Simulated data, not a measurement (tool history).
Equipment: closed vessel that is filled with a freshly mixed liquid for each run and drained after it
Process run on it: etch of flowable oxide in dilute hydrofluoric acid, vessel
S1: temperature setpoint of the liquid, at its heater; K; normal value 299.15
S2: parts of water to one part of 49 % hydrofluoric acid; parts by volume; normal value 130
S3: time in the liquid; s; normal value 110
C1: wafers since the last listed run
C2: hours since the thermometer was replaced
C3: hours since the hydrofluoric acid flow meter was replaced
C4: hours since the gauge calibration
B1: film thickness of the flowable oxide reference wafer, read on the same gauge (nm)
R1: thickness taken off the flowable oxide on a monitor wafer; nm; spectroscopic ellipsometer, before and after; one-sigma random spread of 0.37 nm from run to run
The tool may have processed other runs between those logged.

run	hour	S1	S2	S3	C1	C2	C3	C4	B1	R1
1	0.0	299.15	130	110	0	1106.2	353.0	313.7	119.99	44.48
2	24.9	299.15	130	110	2048	1131.1	377.9	338.6	119.98	45.18
3	48.1	299.15	130	110	1908	1154.3	401.1	361.8	120.02	44.11
4	79.3	299.15	130	110	2566	1185.5	432.3	393.0	119.99	45.10
# hour 182.2: thermometer replaced
5	182.7	299.15	130	110	8424	0.5	535.7	496.4	119.97	45.47
6	199.8	303.15	100	110	1406	17.6	552.8	513.5	119.97	72.88
7	226.4	303.15	100	110	2188	44.2	579.4	540.1	119.99	73.19
8	307.7	296.65	160	150	6688	125.5	660.7	621.4	120.06	45.37
# hour 324.5: gauge calibrated
9	329.2	299.15	105	150	1768	147.0	682.2	4.7	119.99	82.11
# hour 334.8: hydrofluoric acid flow meter replaced
10	361.8	303.15	70	135	2599	179.6	27.0	37.3	120.01	122.05
11	445.5	299.15	130	110	6885	263.3	110.7	121.0	120.00	42.98
12	459.8	299.15	130	150	1176	277.6	125.0	135.3	119.99	59.77
13	475.5	297.15	130	130	1291	293.3	140.7	151.0	120.02	47.23
14	487.6	294.65	170	155	995	305.4	152.8	163.1	119.98	37.82
15	510.8	299.15	180	110	1908	328.6	176.0	186.3	119.95	30.14

Branching from run 15: 5 alternative next runs. What would each branch give?
A	511.5	299.15	130	110	57	329.3	176.7	187.0	?	?
B	511.5	295.15	175	170	57	329.3	176.7	187.0	?	?
C	511.5	304.15	130	160	57	329.3	176.7	187.0	?	?
D	511.5	297.15	130	110	57	329.3	176.7	187.0	?	?
E	511.5	297.15	115	110	57	329.3	176.7	187.0	?	?

run	B1	R1
A	119.96	43.28
B	119.96	40.55
C	119.96	75.83
D	119.96	40.07
E	119.96	46.09
What these runs would have given with no unlogged condition in the tool:
run	R1
A	41.72
B	39.06
C	73.06
D	38.64
E	44.46

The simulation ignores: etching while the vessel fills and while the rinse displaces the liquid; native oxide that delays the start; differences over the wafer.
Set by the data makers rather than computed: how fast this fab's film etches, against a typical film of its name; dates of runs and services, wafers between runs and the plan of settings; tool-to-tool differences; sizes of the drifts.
